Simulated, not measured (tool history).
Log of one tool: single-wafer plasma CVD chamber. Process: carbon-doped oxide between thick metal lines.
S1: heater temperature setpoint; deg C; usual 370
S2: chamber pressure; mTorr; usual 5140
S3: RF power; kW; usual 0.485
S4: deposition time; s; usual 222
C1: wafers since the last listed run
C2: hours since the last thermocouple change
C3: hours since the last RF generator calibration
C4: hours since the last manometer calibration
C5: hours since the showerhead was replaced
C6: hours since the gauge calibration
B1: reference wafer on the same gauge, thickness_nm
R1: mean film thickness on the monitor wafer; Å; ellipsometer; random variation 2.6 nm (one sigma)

run,hour,S1,S2,S3,S4,C1,C2,C3,C4,C5,C6,B1,R1
1,0,370,5140,0.485,222,0,1525.2,2374.5,1748.5,7497,267.6,1049.691,10031.66
2,24.5,370,5140,0.485,222,233,1549.7,2399,1773,7521.5,292.1,1049.887,9996.3
3,38.7,370,5140,0.485,222,135,1563.9,2413.2,1787.2,7535.7,306.3,1049.12,9990.82
4,52,370,5140,0.485,222,126,1577.2,2426.5,1800.5,7549,319.6,1049.489,10003.38
5,79.9,370,5140,0.485,207,265,1605.1,2454.4,1828.4,7576.9,347.5,1049.635,9275.61
6,107.5,370,4680,0.485,205,262,1632.7,2482,1856,7604.5,375.1,1050.268,9094.16
7,135.2,370,4680,0.485,205,263,1660.4,2509.7,1883.7,7632.2,402.8,1049.699,9037.15
8,159.4,370,5140,0.485,222,230,1684.6,2533.9,1907.9,7656.4,427,1050.325,9917.18
# hour 196.5: thermocouple changed; heater temperature recalibrated
9,197,370,4320,0.485,222,281,0.5,2571.5,1945.5,7694,464.6,1050.311,9743.67
10,207.2,370,4320,0.485,222,97,10.7,2581.7,1955.7,7704.2,474.8,1050.324,9672.43
11,228.5,370,4320,0.485,222,202,32,2603,1977,7725.5,496.1,1049.481,9689.25
12,244.3,370,5140,0.485,222,150,47.8,2618.8,1992.8,7741.3,511.9,1050.136,9907.99
13,279.9,370,5140,0.485,222,338,83.4,2654.4,2028.4,7776.9,547.5,1049.082,9877.37
14,294.6,370,5140,0.485,222,139,98.1,2669.1,2043.1,7791.6,562.2,1049.765,9939.25
# hour 303: showerhead replaced
# hour 323: capacitance manometer re-zeroed and calibrated
15,325.6,370,5140,0.485,222,142,129.1,2700.1,2.6,22.6,593.2,1049.472,9889.54
16,340.4,364,4510,0.58,185,140,143.9,2714.9,17.4,37.4,608,1050.085,9641.42
17,387.3,365,4440,0.56,261,446,190.8,2761.8,64.3,84.3,654.9,1050.211,13141.99
# hour 398.6: gauge calibrated
# hour 420.4: RF generator calibrated
18,420.9,370,4240,0.485,222,243,224.4,0.5,97.9,117.9,22.3,1050.615,10382.98
19,434.6,370,5140,0.485,222,130,238.1,14.2,111.6,131.6,36,1049.314,10667.06
20,462.3,360,5790,0.485,222,263,265.8,41.9,139.3,159.3,63.7,1050.276,11073.43
21,476.2,385,4020,0.485,222,132,279.7,55.8,153.2,173.2,77.6,1049.768,9983.38
22,495.3,370,5140,0.485,222,181,298.8,74.9,172.3,192.3,96.7,1048.895,10595.38
23,519.9,370,5140,0.53,222,234,323.4,99.5,196.9,216.9,121.3,1049.874,11511.04
24,550.8,370,5140,0.57,222,294,354.3,130.4,227.8,247.8,152.2,1050.53,12187.75
25,569,378,5140,0.485,206,173,372.5,148.6,246,266,170.4,1049.954,9656.09
26,588.8,370,5140,0.485,254,188,392.3,168.4,265.8,285.8,190.2,1050.552,12141.19
27,602.1,370,5140,0.43,200,126,405.6,181.7,279.1,299.1,203.5,1050.365,8415.58
28,628.3,370,4380,0.485,222,249,431.8,207.9,305.3,325.3,229.7,1049.603,10372.61

4 ways to go on from here, each from the tool as it stands after run 28. What would each give?
A,628.8,370,6230,0.485,222,4,432.3,208.4,305.8,325.8,230.2,?,?
B,628.8,382,5140,0.485,222,4,432.3,208.4,305.8,325.8,230.2,?,?
C,628.8,370,5140,0.43,266,4,432.3,208.4,305.8,325.8,230.2,?,?
D,628.8,362,4550,0.45,222,4,432.3,208.4,305.8,325.8,230.2,?,?

run,B1,R1
A,1049.919,10772.26
B,1049.919,10276.74
C,1049.919,11155.76
D,1049.919,9833.49
Without the tool's hidden state the same runs would have given:
run,R1
A,11024.49
B,10517.36
C,11459.47
D,10101.2
